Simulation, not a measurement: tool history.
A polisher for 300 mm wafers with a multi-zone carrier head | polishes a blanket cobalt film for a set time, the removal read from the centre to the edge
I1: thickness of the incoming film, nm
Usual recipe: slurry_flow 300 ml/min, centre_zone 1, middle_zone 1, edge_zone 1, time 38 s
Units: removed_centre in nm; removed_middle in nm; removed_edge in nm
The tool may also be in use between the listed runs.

Run 1, hour 0: usual settings but edge_zone 0.96; I1 946.6. Result: removed_centre 220.1 nm, removed_middle 215.4 nm, removed_edge 216.4 nm.
Run 2, hour 13.3: usual settings but time 35 s; I1 937.6. Result: removed_centre 202.3 nm, removed_middle 196.9 nm, removed_edge 200.2 nm.
Run 3, hour 52.5: usual settings; I1 927.9. Result: removed_centre 219.5 nm, removed_middle 215.5 nm, removed_edge 215.8 nm.
At hour 59.5: carrier head's membrane replaced by a new one.
At hour 63: edge zone pressure recalibrated.
Run 4, hour 80.9: usual settings; I1 926.4. Result: removed_centre 219.3 nm, removed_middle 212.7 nm, removed_edge 217.3 nm.
Run 5, hour 105.9: usual settings; I1 919.4. Result: removed_centre 218.6 nm, removed_middle 214.5 nm, removed_edge 214 nm.
Run 6, hour 125.2: usual settings; I1 933.5. Result: removed_centre 213.2 nm, removed_middle 214.6 nm, removed_edge 213.5 nm.
At hour 134.6: centre zone pressure recalibrated.
At hour 134.9: worn pad replaced by a new one.
Run 7, hour 139.3: usual settings; I1 930.4. Result: removed_centre 215.3 nm, removed_middle 209.6 nm, removed_edge 219.6 nm.
Run 8, hour 166.9: usual settings but slurry_flow 340 ml/min, edge_zone 0.88; I1 942.1. Result: removed_centre 217.6 nm, removed_middle 215.9 nm, removed_edge 210.5 nm.
Run 9, hour 201.2: usual settings; I1 932.7. Result: removed_centre 216.6 nm, removed_middle 212.1 nm, removed_edge 215 nm.
Run 10, hour 234.9: usual settings but slurry_flow 340 ml/min, middle_zone 1.1, time 45 s; I1 916.3. Result: removed_centre 260.6 nm, removed_middle 275.4 nm, removed_edge 257.5 nm.
Run 11, hour 249.9: usual settings but slurry_flow 215 ml/min; I1 929.8. Result: removed_centre 206.5 nm, removed_middle 202.8 nm, removed_edge 206.5 nm.
Run 12, hour 283.3: usual settings but centre_zone 0.89; I1 925.6. Result: removed_centre 193.7 nm, removed_middle 209.7 nm, removed_edge 216.9 nm.
Run 13, hour 325.7: usual settings but slurry_flow 245 ml/min, edge_zone 0.89; I1 940.8. Result: removed_centre 208.1 nm, removed_middle 201.1 nm, removed_edge 203.8 nm.
At hour 331.7: worn pad replaced by a new one.
Run 14, hour 355.4: usual settings but slurry_flow 385 ml/min, time 29 s; I1 939.2. Result: removed_centre 172.5 nm, removed_middle 167.8 nm, removed_edge 170.3 nm.
Run 15, hour 387.3: usual settings; I1 934.1. Result: removed_centre 214.9 nm, removed_middle 205.6 nm, removed_edge 214.1 nm.
Run 16, hour 403.2: usual settings but slurry_flow 330 ml/min, centre_zone 0.93, edge_zone 1.06, time 49 s; I1 936.9. Result: removed_centre 259.4 nm, removed_middle 280.4 nm, removed_edge 286.4 nm.
At hour 495.4: edge zone pressure recalibrated.
Run 17, hour 508.3: usual settings but middle_zone 1.08, edge_zone 0.9, time 32 s; I1 922.6. Result: removed_centre 178.5 nm, removed_middle 182.6 nm, removed_edge 171.7 nm.
At hour 524.6: worn pad replaced by a new one.
Run 18, hour 528.1: usual settings but centre_zone 1.09, time 44 s; I1 943. Result: removed_centre 271 nm, removed_middle 243.9 nm, removed_edge 248.5 nm.
Run 19, hour 551.8: usual settings but middle_zone 1.1; I1 943.2. Result: removed_centre 214.8 nm, removed_middle 223.4 nm, removed_edge 207.5 nm.
Run 20, hour 572.3: usual settings but time 27 s; I1 919.1. Result: removed_centre 149.2 nm, removed_middle 146.2 nm, removed_edge 148.1 nm.
Run 21, hour 597.6: usual settings but edge_zone 0.92; I1 915.6. Result: removed_centre 215.5 nm, removed_middle 206.1 nm, removed_edge 205 nm.
Run 22, hour 616.3: usual settings but slurry_flow 260 ml/min, centre_zone 1.1, time 28 s; I1 934.6. Result: removed_centre 167.1 nm, removed_middle 149.7 nm, removed_edge 156.8 nm.
Run 23, hour 635.6: usual settings but centre_zone 0.88, time 44 s; I1 923.8. Result: removed_centre 215.5 nm, removed_middle 235.3 nm, removed_edge 245.6 nm.

Alternative continuations, all from the tool just after run 23; predict every row:
Run A, hour 636: usual settings but time 33 s; I1 932.3. Result: removed_centre ?, removed_middle ?, removed_edge ?.
Run B, hour 636: usual settings but slurry_flow 385 ml/min, middle_zone 1.09, edge_zone 1.12, time 41 s; I1 932.3. Result: removed_centre ?, removed_middle ?, removed_edge ?.
Run C, hour 636: usual settings but centre_zone 1.11, edge_zone 1.09; I1 932.3. Result: removed_centre ?, removed_middle ?, removed_edge ?.

run  removed_centre  removed_middle  removed_edge
  A           184.7           178.8         184.8
  B           237.1           244.9         246.7
  C           236.3           205.7         221.2
Without the tool's hidden state the same runs would have given:
run  removed_centre  removed_middle  removed_edge
  A           191.7           184.9         189.5
  B           244.1           251.5         251.7
  C           245.2           212.7         226.9
